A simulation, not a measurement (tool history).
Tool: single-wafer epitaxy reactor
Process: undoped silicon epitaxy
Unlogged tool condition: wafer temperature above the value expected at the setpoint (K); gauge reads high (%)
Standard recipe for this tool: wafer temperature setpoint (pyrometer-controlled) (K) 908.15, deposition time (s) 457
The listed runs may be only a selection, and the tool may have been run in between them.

run,hour,wafer temperature setpoint (pyrometer-controlled) (K),deposition time (s),wafers since the last listed run,hours since the last pyrometer calibration,hours since the gauge calibration,"read-back reference wafer on the same gauge, thickness_nm",mean film thickness on the monitor wafer (Å)
1,0.0,908.15,457,0,2674.8,372.2,47.020,551.78
2,47.8,908.15,457,199,2722.6,420.0,46.995,550.27
3,118.4,919.15,457,294,2793.2,490.6,47.023,724.62
4,160.0,919.15,457,173,2834.8,532.2,47.003,730.50
5,203.0,919.15,457,179,2877.8,575.2,47.003,730.63
# hour 227.7: gauge calibrated
# hour 256.0: pyrometer calibrated
6,269.8,908.15,457,245,13.8,42.1,46.965,512.82
7,295.4,908.15,457,106,39.4,67.7,46.971,514.17
8,339.0,920.15,422,181,83.0,111.3,46.989,641.67
9,400.0,900.15,496,254,144.0,172.3,46.969,454.12
10,471.2,894.15,523,296,215.2,243.5,46.990,409.04
11,520.3,908.15,490,204,264.3,292.6,47.019,554.25
12,560.7,908.15,457,168,304.7,333.0,46.996,517.09
13,611.7,896.15,544,212,355.7,384.0,46.991,450.14
14,642.6,898.15,490,128,386.6,414.9,46.978,427.76

Alternative continuations, all from the tool just after run 14; predict every row:
A,643.1,908.15,457,2,387.1,415.4,?,?
B,643.1,912.15,397,2,387.1,415.4,?,?
C,643.1,921.15,548,2,387.1,415.4,?,?

run,"read-back reference wafer on the same gauge, thickness_nm",mean film thickness on the monitor wafer (Å)
A,46.980,518.45
B,46.980,498.77
C,46.980,863.03
With no hidden state in the tool, these same runs would have given:
run,mean film thickness on the monitor wafer (Å)
A,514.01
B,494.55
C,855.88

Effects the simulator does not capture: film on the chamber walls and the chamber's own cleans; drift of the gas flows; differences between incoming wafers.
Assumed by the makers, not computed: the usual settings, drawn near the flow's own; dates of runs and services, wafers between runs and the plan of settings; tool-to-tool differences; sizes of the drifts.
